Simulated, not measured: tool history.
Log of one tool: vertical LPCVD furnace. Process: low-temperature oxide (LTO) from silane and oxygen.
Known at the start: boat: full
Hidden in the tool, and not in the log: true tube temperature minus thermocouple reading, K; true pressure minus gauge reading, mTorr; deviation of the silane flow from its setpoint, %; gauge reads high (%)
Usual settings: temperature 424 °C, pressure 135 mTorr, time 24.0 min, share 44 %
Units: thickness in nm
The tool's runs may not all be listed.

run,day,temperature,pressure,time,share,wafers since the last listed run,hours since the last temperature calibration,hours since the pressure gauge was zeroed,hours since the silane flow controller was replaced,hours since the gauge calibration,"read-back reference wafer on the same gauge, thickness",thickness
1,0.000,424,135,24.0,44,0,618.8,3352.1,3259.0,3979.1,189.72,184.75
2,2.842,424,135,24.0,44,683,687.0,3420.3,3327.2,4047.3,189.84,184.77
3,6.896,424,135,24.0,44,974,784.3,3517.6,3424.5,4144.6,190.03,184.21
4,9.021,430,135,24.0,44,510,835.3,3568.6,3475.5,4195.6,190.19,195.66
5,12.942,430,135,24.0,44,942,929.4,3662.7,3569.6,4289.7,190.09,194.94
6,17.246,430,135,24.0,44,1034,1032.7,3766.0,3672.9,4393.0,190.31,195.76
7,20.675,424,135,24.0,36,824,1115.0,3848.3,3755.2,4475.3,189.98,146.62
8,24.796,433,135,27.0,50,990,1213.9,3947.2,3854.1,4574.2,189.91,254.14
9,28.950,424,135,24.0,47,998,1313.6,4046.9,3953.8,4673.9,190.17,196.83
# day 33.246: gauge calibrated
10,33.312,424,110,24.0,44,1048,1418.3,4151.6,4058.5,1.6,189.58,150.35
11,36.125,424,135,24.0,44,676,1485.8,4219.1,4126.0,69.1,189.90,184.07
12,39.992,424,135,24.0,44,929,1578.6,4311.9,4218.8,161.9,189.85,182.91
13,41.871,435,135,24.0,44,451,1623.7,4357.0,4263.9,207.0,190.01,204.82
14,53.304,424,135,24.0,44,2748,1898.1,4631.4,4538.3,481.4,189.80,184.07
15,57.629,431,115,32.0,44,1039,2001.9,4735.2,4642.1,585.2,190.07,224.00
16,59.138,428,105,24.0,38,362,2038.1,4771.4,4678.3,621.4,190.07,126.34
17,61.929,424,135,24.0,44,671,2105.1,4838.4,4745.3,688.4,189.69,182.96
# day 63.683: silane flow controller replaced
18,63.938,424,155,15.5,39,242,2153.3,4886.6,6.1,736.6,189.74,123.62
# day 66.004: thermocouples replaced and temperature profile calibrated
19,66.025,429,135,31.5,44,261,0.5,4936.7,56.2,786.7,190.31,259.76
# day 68.683: pressure gauge zeroed
20,69.558,416,145,21.0,50,608,85.3,21.0,141.0,871.5,190.02,183.13
21,72.192,424,165,24.0,44,632,148.5,84.2,204.2,934.7,189.92,229.33
22,74.338,432,135,24.0,39,515,200.0,135.7,255.7,986.2,190.15,179.83
23,78.446,424,135,28.5,50,987,298.6,234.3,354.3,1084.8,189.82,249.15
24,81.567,424,160,19.0,50,750,373.5,309.2,429.2,1159.7,189.81,197.76
25,83.267,433,135,24.0,44,408,414.3,350.0,470.0,1200.5,190.28,206.42
26,90.288,412,105,21.5,41,1687,582.8,518.5,638.5,1369.0,190.21,107.31
27,93.146,424,135,24.0,44,687,651.4,587.1,707.1,1437.6,190.27,187.96
28,97.125,424,115,24.0,44,956,746.9,682.6,802.6,1533.1,189.71,160.08
29,98.754,432,150,17.0,48,391,786.0,721.7,841.7,1572.2,189.92,172.98
30,101.058,436,155,21.0,40,553,841.3,777.0,897.0,1627.5,190.06,191.39
31,104.242,418,135,24.0,44,765,917.7,853.4,973.4,1703.9,189.82,176.60

What the log doesn't show, run by run:
true tube temperature minus thermocouple reading, K: 0 in every run
true pressure minus gauge reading, mTorr: 0 in every run
gauge reads high (%): 0 in every run
H1: deviation of the silane flow from its setpoint, %
run,H1
1,-3.54
2,-3.62
3,-3.73
4,-3.79
5,-3.9
6,-4.01
7,-4.11
8,-4.22
9,-4.34
10,-4.46
11,-4.54
12,-4.64
13,-4.7
14,-5.01
15,-5.13
16,-5.17
17,-5.25
18,0.149
19,0.0909
20,-0.00695
21,-0.0798
22,-0.139
23,-0.253
24,-0.339
25,-0.386
26,-0.581
27,-0.66
28,-0.77
29,-0.815
30,-0.879
31,-0.967
